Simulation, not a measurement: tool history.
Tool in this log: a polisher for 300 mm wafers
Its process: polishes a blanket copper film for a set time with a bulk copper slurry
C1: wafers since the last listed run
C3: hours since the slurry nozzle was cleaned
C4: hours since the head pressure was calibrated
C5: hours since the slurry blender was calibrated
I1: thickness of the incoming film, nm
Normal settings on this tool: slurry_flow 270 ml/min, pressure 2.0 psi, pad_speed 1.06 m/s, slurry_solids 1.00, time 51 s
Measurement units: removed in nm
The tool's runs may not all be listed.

{"run": 1, "hour": 0.0, "slurry_flow": 230, "pressure": 2.0, "pad_speed": 0.82, "slurry_solids": 1.0, "time": 51, "C1": 0, "wafers polished on this pad": 1155, "C3": 99.5, "C4": 875.8, "C5": 106.5, "I1": 1792.6, "removed": 258.5}
{"run": 2, "hour": 18.1, "slurry_flow": 230, "pressure": 2.0, "pad_speed": 0.82, "slurry_solids": 1.0, "time": 51, "C1": 206, "wafers polished on this pad": 1361, "C3": 117.6, "C4": 893.9, "C5": 124.6, "I1": 1825.9, "removed": 257.4}
{"hour": 44.0, "done": "worn pad replaced by a new one"}
{"run": 3, "hour": 52.0, "slurry_flow": 270, "pressure": 2.0, "pad_speed": 0.92, "slurry_solids": 1.05, "time": 51, "C1": 340, "wafers polished on this pad": 91, "C3": 151.5, "C4": 927.8, "C5": 158.5, "I1": 1779.3, "removed": 313.7}
{"run": 4, "hour": 71.1, "slurry_flow": 270, "pressure": 2.0, "pad_speed": 0.92, "slurry_solids": 1.05, "time": 51, "C1": 217, "wafers polished on this pad": 309, "C3": 170.6, "C4": 946.9, "C5": 177.6, "I1": 1829.0, "removed": 301.8}
{"run": 5, "hour": 83.8, "slurry_flow": 270, "pressure": 2.0, "pad_speed": 0.92, "slurry_solids": 1.05, "time": 51, "C1": 144, "wafers polished on this pad": 454, "C3": 183.3, "C4": 959.6, "C5": 190.3, "I1": 1844.2, "removed": 302.9}
{"hour": 95.8, "done": "slurry nozzle cleaned"}
{"run": 6, "hour": 97.4, "slurry_flow": 270, "pressure": 2.0, "pad_speed": 1.06, "slurry_solids": 1.15, "time": 46, "C1": 143, "wafers polished on this pad": 597, "C3": 1.6, "C4": 973.2, "C5": 203.9, "I1": 1813.9, "removed": 304.5}
{"run": 7, "hour": 109.8, "slurry_flow": 270, "pressure": 2.0, "pad_speed": 1.06, "slurry_solids": 1.15, "time": 46, "C1": 141, "wafers polished on this pad": 739, "C3": 14.0, "C4": 985.6, "C5": 216.3, "I1": 1825.2, "removed": 303.1}
{"run": 8, "hour": 136.0, "slurry_flow": 270, "pressure": 2.0, "pad_speed": 1.06, "slurry_solids": 1.15, "time": 46, "C1": 298, "wafers polished on this pad": 1037, "C3": 40.2, "C4": 1011.8, "C5": 242.5, "I1": 1792.1, "removed": 296.6}
{"run": 9, "hour": 151.5, "slurry_flow": 270, "pressure": 2.0, "pad_speed": 1.06, "slurry_solids": 1.0, "time": 51, "C1": 176, "wafers polished on this pad": 1214, "C3": 55.7, "C4": 1027.3, "C5": 258.0, "I1": 1783.4, "removed": 318.1}
{"hour": 187.7, "done": "worn pad replaced by a new one"}
{"run": 10, "hour": 188.2, "slurry_flow": 270, "pressure": 2.0, "pad_speed": 1.06, "slurry_solids": 1.0, "time": 51, "C1": 372, "wafers polished on this pad": 5, "C3": 92.4, "C4": 1064.0, "C5": 294.7, "I1": 1810.8, "removed": 356.7}
{"hour": 221.7, "done": "head pressure recalibrated"}
{"run": 11, "hour": 222.2, "slurry_flow": 270, "pressure": 2.0, "pad_speed": 1.06, "slurry_solids": 1.0, "time": 51, "C1": 364, "wafers polished on this pad": 370, "C3": 126.4, "C4": 0.5, "C5": 328.7, "I1": 1838.9, "removed": 336.9}
{"run": 12, "hour": 251.0, "slurry_flow": 270, "pressure": 2.0, "pad_speed": 1.06, "slurry_solids": 1.0, "time": 51, "C1": 328, "wafers polished on this pad": 698, "C3": 155.2, "C4": 29.3, "C5": 357.5, "I1": 1838.2, "removed": 334.9}
{"run": 13, "hour": 264.1, "slurry_flow": 270, "pressure": 2.0, "pad_speed": 1.06, "slurry_solids": 1.0, "time": 51, "C1": 149, "wafers polished on this pad": 848, "C3": 168.3, "C4": 42.4, "C5": 370.6, "I1": 1820.5, "removed": 329.2}
{"run": 14, "hour": 276.3, "slurry_flow": 210, "pressure": 2.0, "pad_speed": 1.06, "slurry_solids": 1.1, "time": 51, "C1": 139, "wafers polished on this pad": 987, "C3": 180.5, "C4": 54.6, "C5": 382.8, "I1": 1797.1, "removed": 324.3}
{"hour": 303.2, "done": "slurry nozzle cleaned"}
{"run": 15, "hour": 305.0, "slurry_flow": 205, "pressure": 2.0, "pad_speed": 1.06, "slurry_solids": 1.0, "time": 61, "C1": 315, "wafers polished on this pad": 1303, "C3": 1.8, "C4": 83.3, "C5": 411.5, "I1": 1817.1, "removed": 378.2}
{"run": 16, "hour": 319.9, "slurry_flow": 270, "pressure": 2.0, "pad_speed": 1.06, "slurry_solids": 1.0, "time": 43, "C1": 169, "wafers polished on this pad": 1473, "C3": 16.7, "C4": 98.2, "C5": 426.4, "I1": 1835.2, "removed": 272.5}
{"hour": 332.1, "done": "worn pad replaced by a new one"}
{"run": 17, "hour": 332.8, "slurry_flow": 270, "pressure": 2.0, "pad_speed": 1.2, "slurry_solids": 0.85, "time": 51, "C1": 101, "wafers polished on this pad": 7, "C3": 29.6, "C4": 111.1, "C5": 439.3, "I1": 1795.1, "removed": 382.6}
{"run": 18, "hour": 347.7, "slurry_flow": 270, "pressure": 2.7, "pad_speed": 1.06, "slurry_solids": 1.0, "time": 44, "C1": 169, "wafers polished on this pad": 177, "C3": 44.5, "C4": 126.0, "C5": 454.2, "I1": 1835.8, "removed": 384.8}
{"run": 19, "hour": 380.7, "slurry_flow": 240, "pressure": 1.6, "pad_speed": 1.18, "slurry_solids": 0.9, "time": 51, "C1": 376, "wafers polished on this pad": 553, "C3": 77.5, "C4": 159.0, "C5": 487.2, "I1": 1798.0, "removed": 288.6}
{"hour": 398.6, "done": "slurry blender recalibrated"}
{"run": 20, "hour": 412.1, "slurry_flow": 230, "pressure": 2.0, "pad_speed": 0.82, "slurry_solids": 1.0, "time": 51, "C1": 335, "wafers polished on this pad": 888, "C3": 108.9, "C4": 190.4, "C5": 13.5, "I1": 1801.8, "removed": 259.2}
{"run": 21, "hour": 439.8, "slurry_flow": 340, "pressure": 2.0, "pad_speed": 0.8, "slurry_solids": 1.0, "time": 51, "C1": 315, "wafers polished on this pad": 1204, "C3": 136.6, "C4": 218.1, "C5": 41.2, "I1": 1800.7, "removed": 262.4}

Run 22 is up next; what results do you expect?
{"hour": 447.5, "done": "worn pad replaced by a new one"}
{"run": 22, "hour": 465.2, "slurry_flow": 270, "pressure": 2.0, "pad_speed": 1.06, "slurry_solids": 1.0, "time": 51, "C1": 243, "wafers polished on this pad": 201, "C3": 162.0, "C4": 243.5, "C5": 66.6, "I1": 1803.1, "removed": "?"}

removed: 340.4 nm
Minus the tool's unlogged condition, the same run would have read removed 353.3 nm.
